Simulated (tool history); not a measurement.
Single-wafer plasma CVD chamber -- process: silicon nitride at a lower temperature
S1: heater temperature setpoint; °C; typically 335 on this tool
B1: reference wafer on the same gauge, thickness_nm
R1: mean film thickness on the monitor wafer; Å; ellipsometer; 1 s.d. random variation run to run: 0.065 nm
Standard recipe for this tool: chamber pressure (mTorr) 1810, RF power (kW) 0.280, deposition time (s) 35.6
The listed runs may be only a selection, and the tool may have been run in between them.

Run 1, day 0.000: usual settings; B1 41.314. Result: R1 413.33 Å.
Run 2, day 0.733: usual settings but chamber pressure (mTorr) 1480, deposition time (s) 32.2; B1 41.296. Result: R1 359.26 Å.
Run 3, day 1.242: usual settings but chamber pressure (mTorr) 1960; B1 41.284. Result: R1 420.96 Å.
Run 4, day 1.904: usual settings; B1 41.293. Result: R1 414.54 Å.
Run 5, day 2.167: usual settings; B1 41.278. Result: R1 414.42 Å.
Run 6, day 2.733: usual settings but chamber pressure (mTorr) 2040; B1 41.307. Result: R1 424.22 Å.
Run 7, day 3.212: usual settings but chamber pressure (mTorr) 2040; B1 41.288. Result: R1 423.86 Å.
At day 4.171: capacitance manometer re-zeroed and calibrated.
Run 8, day 4.192: usual settings but chamber pressure (mTorr) 2040; B1 41.293. Result: R1 423.93 Å.
Run 9, day 5.175: usual settings; B1 41.292. Result: R1 413.76 Å.
Run 10, day 5.850: usual settings; B1 41.286. Result: R1 413.54 Å.
Run 11, day 6.388: usual settings; B1 41.294. Result: R1 412.95 Å.
Run 12, day 6.996: usual settings; B1 41.305. Result: R1 411.96 Å.
At day 7.271: gauge calibrated.
Run 13, day 7.329: usual settings but S1 326 °C, chamber pressure (mTorr) 2180, RF power (kW) 0.305, deposition time (s) 29.8; B1 41.300. Result: R1 386.74 Å.
Run 14, day 7.679: usual settings but chamber pressure (mTorr) 1600, deposition time (s) 40.5; B1 41.315. Result: R1 458.79 Å.
At day 8.333: showerhead replaced.
Run 15, day 8.354: usual settings but chamber pressure (mTorr) 1490, deposition time (s) 38.9; B1 41.300. Result: R1 434.71 Å.
Run 16, day 8.621: usual settings but RF power (kW) 0.250, deposition time (s) 30.7; B1 41.291. Result: R1 323.72 Å.
Run 17, day 9.267: usual settings; B1 41.319. Result: R1 413.86 Å.
Run 18, day 9.638: usual settings but S1 328 °C, chamber pressure (mTorr) 1370, RF power (kW) 0.330, deposition time (s) 39.2; B1 41.308. Result: R1 490.90 Å.
At day 10.183: thermocouple changed; heater temperature recalibrated.
Run 19, day 10.275: usual settings; B1 41.289. Result: R1 412.90 Å.
Run 20, day 10.692: usual settings; B1 41.303. Result: R1 412.81 Å.
At day 11.288: RF generator calibrated.
Run 21, day 11.308: usual settings; B1 41.310. Result: R1 430.73 Å.
Run 22, day 11.638: usual settings but S1 342 °C; B1 41.291. Result: R1 430.57 Å.
Run 23, day 12.267: usual settings but deposition time (s) 30.5; B1 41.320. Result: R1 369.32 Å.
Run 24, day 12.712: usual settings; B1 41.284. Result: R1 431.33 Å.
Run 25, day 13.358: usual settings; B1 41.314. Result: R1 430.36 Å.
Run 26, day 14.092: usual settings but S1 349 °C; B1 41.304. Result: R1 427.70 Å.
Run 27, day 14.612: usual settings but RF power (kW) 0.265; B1 41.310. Result: R1 408.54 Å.
Run 28, day 14.954: usual settings but S1 341 °C, chamber pressure (mTorr) 1420, RF power (kW) 0.245, deposition time (s) 30.9; B1 41.312. Result: R1 315.24 Å.
Run 29, day 15.629: usual settings; B1 41.290. Result: R1 427.88 Å.

What the log doesn't show, run by run:
wafer temperature above the value expected at the setpoint (K): 0 at every run
true pressure above the setpoint (%): 0 at every run
gauge reads high (%): 0 at every run
H1: delivered RF power above the setpoint (%)
run      H1
  1   -5.57
  2   -5.59
  3    -5.6
  4   -5.62
  5   -5.62
  6   -5.63
  7   -5.65
  8   -5.67
  9   -5.69
 10    -5.7
 11   -5.71
 12   -5.72
 13   -5.72
 14   -5.73
 15   -5.74
 16   -5.74
 17   -5.75
 18   -5.76
 19   -5.77
 20   -5.77
 21  -0.508
 22  -0.635
 23  -0.869
 24   -1.03
 25   -1.25
 26    -1.5
 27   -1.66
 28   -1.77
 29   -1.97

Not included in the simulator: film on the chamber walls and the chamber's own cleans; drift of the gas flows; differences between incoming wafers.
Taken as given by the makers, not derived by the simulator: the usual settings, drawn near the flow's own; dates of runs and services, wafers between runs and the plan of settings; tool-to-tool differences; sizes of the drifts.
